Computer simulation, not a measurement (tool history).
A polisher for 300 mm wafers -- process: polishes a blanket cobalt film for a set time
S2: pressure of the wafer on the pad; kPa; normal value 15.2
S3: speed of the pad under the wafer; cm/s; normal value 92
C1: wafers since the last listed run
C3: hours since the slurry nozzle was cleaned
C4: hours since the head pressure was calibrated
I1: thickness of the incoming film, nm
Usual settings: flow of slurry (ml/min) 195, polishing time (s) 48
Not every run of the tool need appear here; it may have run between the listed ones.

Run 1, hour 0.0: usual settings; C1 0; wafers polished on this pad 371; C3 257.5; C4 404.9; I1 1582.1. Result: film removed (angstrom) 2479.
Run 2, hour 8.4: usual settings; C1 105; wafers polished on this pad 476; C3 265.9; C4 413.3; I1 1605.2. Result: film removed (angstrom) 2458.
Run 3, hour 22.1: usual settings but S2 11.0 kPa; C1 171; wafers polished on this pad 648; C3 279.6; C4 427.0; I1 1584.2. Result: film removed (angstrom) 1810.
At hour 37.3: worn pad replaced by a new one.
Run 4, hour 37.8: usual settings but S2 11.0 kPa; C1 146; wafers polished on this pad 5; C3 295.3; C4 442.7; I1 1558.0. Result: film removed (angstrom) 1798.
Run 5, hour 41.1: usual settings; C1 41; wafers polished on this pad 46; C3 298.6; C4 446.0; I1 1573.3. Result: film removed (angstrom) 2501.
Run 6, hour 58.6: usual settings; C1 218; wafers polished on this pad 265; C3 316.1; C4 463.5; I1 1571.3. Result: film removed (angstrom) 2500.
Run 7, hour 77.1: usual settings; C1 231; wafers polished on this pad 497; C3 334.6; C4 482.0; I1 1554.0. Result: film removed (angstrom) 2515.
Run 8, hour 85.9: usual settings; C1 110; wafers polished on this pad 607; C3 343.4; C4 490.8; I1 1577.1. Result: film removed (angstrom) 2523.
Run 9, hour 94.3: usual settings; C1 105; wafers polished on this pad 712; C3 351.8; C4 499.2; I1 1572.3. Result: film removed (angstrom) 2509.
Run 10, hour 103.9: usual settings; C1 120; wafers polished on this pad 832; C3 361.4; C4 508.8; I1 1557.7. Result: film removed (angstrom) 2532.
At hour 112.0: worn pad replaced by a new one.
Run 11, hour 112.5: usual settings but S2 19.3 kPa, polishing time (s) 64; C1 57; wafers polished on this pad 6; C3 370.0; C4 517.4; I1 1593.1. Result: film removed (angstrom) 4318.
Run 12, hour 128.9: usual settings but flow of slurry (ml/min) 255, S2 13.8 kPa, S3 78 cm/s, polishing time (s) 40; C1 205; wafers polished on this pad 211; C3 386.4; C4 533.8; I1 1574.3. Result: film removed (angstrom) 1787.
Run 13, hour 138.3: usual settings but flow of slurry (ml/min) 230, S2 11.0 kPa, S3 84 cm/s, polishing time (s) 38; C1 117; wafers polished on this pad 329; C3 395.8; C4 543.2; I1 1591.5. Result: film removed (angstrom) 1418.
At hour 150.5: slurry nozzle cleaned.
Run 14, hour 180.8: usual settings; C1 519; wafers polished on this pad 848; C3 30.3; C4 585.7; I1 1583.3. Result: film removed (angstrom) 2572.
At hour 187.4: worn pad replaced by a new one.
Run 15, hour 193.0: usual settings but S3 122 cm/s, polishing time (s) 57; C1 102; wafers polished on this pad 69; C3 42.5; C4 597.9; I1 1556.1. Result: film removed (angstrom) 3758.
At hour 203.7: head pressure recalibrated.
Run 16, hour 204.2: usual settings but flow of slurry (ml/min) 240, S2 17.9 kPa, S3 122 cm/s, polishing time (s) 60; C1 115; wafers polished on this pad 185; C3 53.7; C4 0.5; I1 1571.1. Result: film removed (angstrom) 4368.
Run 17, hour 210.1: usual settings but polishing time (s) 43; C1 73; wafers polished on this pad 258; C3 59.6; C4 6.4; I1 1592.4. Result: film removed (angstrom) 2117.
Run 18, hour 227.6: usual settings but polishing time (s) 43; C1 218; wafers polished on this pad 477; C3 77.1; C4 23.9; I1 1585.9. Result: film removed (angstrom) 2087.
Run 19, hour 244.4: usual settings; C1 210; wafers polished on this pad 687; C3 93.9; C4 40.7; I1 1576.7. Result: film removed (angstrom) 2332.
At hour 275.1: worn pad replaced by a new one.
Run 20, hour 290.7: usual settings but flow of slurry (ml/min) 150; C1 529; wafers polished on this pad 195; C3 140.2; C4 87.0; I1 1578.9. Result: film removed (angstrom) 2229.
Run 21, hour 306.2: usual settings but flow of slurry (ml/min) 235, polishing time (s) 61; C1 193; wafers polished on this pad 388; C3 155.7; C4 102.5; I1 1594.7. Result: film removed (angstrom) 3082.

Take each entry between the runs: how does the hidden state at the last listed run before it differ from the hidden state at the first listed run after it?
Run 3 -> run 4: worn pad replaced by a new one (hour 37.3)
  deviation of the head's pressure from its setpoint, %: 5.12 -> 5.47
  what was measured, less what the result would be without the hidden state, film removed (angstrom): +88 -> +93
Run 10 -> run 11: worn pad replaced by a new one (hour 112.0)
  deviation of the head's pressure from its setpoint, %: 7.11 -> 7.34
  what was measured, less what the result would be without the hidden state, film removed (angstrom): +168 -> +295
Run 13 -> run 14: slurry nozzle cleaned (hour 150.5)
  deviation of the head's pressure from its setpoint, %: 8.05 -> 9.3
  what was measured, less what the result would be without the hidden state, film removed (angstrom): +106 -> +219
Run 14 -> run 15: worn pad replaced by a new one (hour 187.4)
  deviation of the head's pressure from its setpoint, %: 9.3 -> 9.67
  what was measured, less what the result would be without the hidden state, film removed (angstrom): +219 -> +332
Run 15 -> run 16: head pressure recalibrated (hour 203.7)
  deviation of the head's pressure from its setpoint, %: 9.67 -> -1.07
  what was measured, less what the result would be without the hidden state, film removed (angstrom): +332 -> -47
Run 19 -> run 20: worn pad replaced by a new one (hour 275.1)
  deviation of the head's pressure from its setpoint, %: -1.03 -> -0.875
  what was measured, less what the result would be without the hidden state, film removed (angstrom): -24 -> -20
